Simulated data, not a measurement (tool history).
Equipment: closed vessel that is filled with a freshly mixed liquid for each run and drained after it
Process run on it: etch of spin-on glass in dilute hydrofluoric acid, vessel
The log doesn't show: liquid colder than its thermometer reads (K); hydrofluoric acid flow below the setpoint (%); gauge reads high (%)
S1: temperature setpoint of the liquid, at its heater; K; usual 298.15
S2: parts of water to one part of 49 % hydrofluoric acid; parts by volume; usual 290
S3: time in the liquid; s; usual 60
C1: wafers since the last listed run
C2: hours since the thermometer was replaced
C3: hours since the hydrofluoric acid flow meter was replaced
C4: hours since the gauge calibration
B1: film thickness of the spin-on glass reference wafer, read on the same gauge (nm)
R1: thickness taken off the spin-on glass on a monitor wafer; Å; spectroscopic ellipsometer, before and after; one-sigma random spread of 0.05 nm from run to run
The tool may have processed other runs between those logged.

run	hour	S1	S2	S3	C1	C2	C3	C4	B1	R1
1	0.0	301.15	290	75	0	1881.8	593.9	589.0	149.99	104.8
2	11.5	298.15	220	60	1239	1893.3	605.4	600.5	150.00	107.5
3	18.8	298.15	220	60	786	1900.6	612.7	607.8	150.00	109.1
4	26.0	298.15	290	60	776	1907.8	619.9	615.0	149.99	76.2
5	40.8	298.15	290	60	1595	1922.6	634.7	629.8	150.00	76.3
6	54.4	298.15	290	60	1466	1936.2	648.3	643.4	150.05	76.5
7	63.1	298.15	290	60	937	1944.9	657.0	652.1	149.98	76.2
8	77.9	298.15	290	60	1595	1959.7	671.8	666.9	150.03	76.5
9	88.7	298.15	350	80	1164	1970.5	682.6	677.7	149.99	78.9
10	105.0	298.15	195	85	1757	1986.8	698.9	694.0	150.00	175.0
# hour 112.9: gauge calibrated
11	117.9	298.15	195	85	1390	1999.7	711.8	5.0	150.03	178.0
# hour 124.8: hydrofluoric acid flow meter replaced
12	125.3	298.15	290	60	689	2007.1	0.5	12.4	150.04	82.6
13	136.2	298.15	290	60	1174	2018.0	11.4	23.3	149.94	81.6
14	151.8	298.15	290	60	1681	2033.6	27.0	38.9	149.96	81.9
15	160.0	298.15	290	60	883	2041.8	35.2	47.1	149.99	82.3
16	172.8	298.15	150	60	1379	2054.6	48.0	59.9	150.01	184.7
17	186.3	302.65	410	80	1455	2068.1	61.5	73.4	150.00	79.0
18	214.1	300.15	290	45	2996	2095.9	89.3	101.2	149.97	65.9
19	227.6	295.65	355	75	1455	2109.4	102.8	114.7	150.01	71.2
20	245.1	300.65	290	30	1886	2126.9	120.3	132.2	150.02	43.9
21	257.1	298.15	290	60	1293	2138.9	132.3	144.2	149.97	81.5
22	268.8	298.15	335	30	1261	2150.6	144.0	155.9	149.99	33.7
23	275.0	299.65	390	80	668	2156.8	150.2	162.1	149.99	76.7

What does the tool deliver on the next run?
24	291.4	298.15	290	60	1767	2173.2	166.6	178.5	?	?

B1: 150.00
R1: 81.2 Å
Were there no unlogged condition in the tool, this run, its random variation unchanged, would have produced R1 84.4 Å.

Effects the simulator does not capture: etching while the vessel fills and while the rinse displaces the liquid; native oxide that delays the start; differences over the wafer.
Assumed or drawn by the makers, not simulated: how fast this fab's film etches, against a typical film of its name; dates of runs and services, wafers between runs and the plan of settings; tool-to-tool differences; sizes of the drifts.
